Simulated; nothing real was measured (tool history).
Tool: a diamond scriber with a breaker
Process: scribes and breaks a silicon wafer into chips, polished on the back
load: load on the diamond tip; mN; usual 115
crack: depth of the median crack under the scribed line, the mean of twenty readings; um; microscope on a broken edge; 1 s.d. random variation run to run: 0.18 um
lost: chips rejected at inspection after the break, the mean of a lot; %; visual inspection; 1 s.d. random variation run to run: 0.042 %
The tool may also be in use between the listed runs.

run,hour,load,"incoming depth of the damage left on the back of the incoming wafer, um",crack,lost
1,0,115,0.04,7.76,5.6
2,22.2,115,0.02,7.77,4.98
3,43.2,105,0.02,7.28,7.93
4,74.6,105,0.02,7.29,7.83
5,108.4,105,0.02,7.12,7.79
# hour 128.7: load on the tip recalibrated
6,132.5,122,0.01,7.74,3.83
7,145.5,122,0.03,8.04,3.93
8,180.7,115,0.01,7.52,5.61
# hour 196.6: diamond tip replaced by a new one
9,210.3,145,0.04,10.87,2.08
10,237.6,129,0.01,9.42,0.94

What will run 11 give?
11,264.5,126,0.01,?,?

{"run 11": {"crack": 9.26, "lost": 0.93}}
The same run, on a tool lacking any hidden state, would have yielded crack 9.93 um, lost 1.2 %.
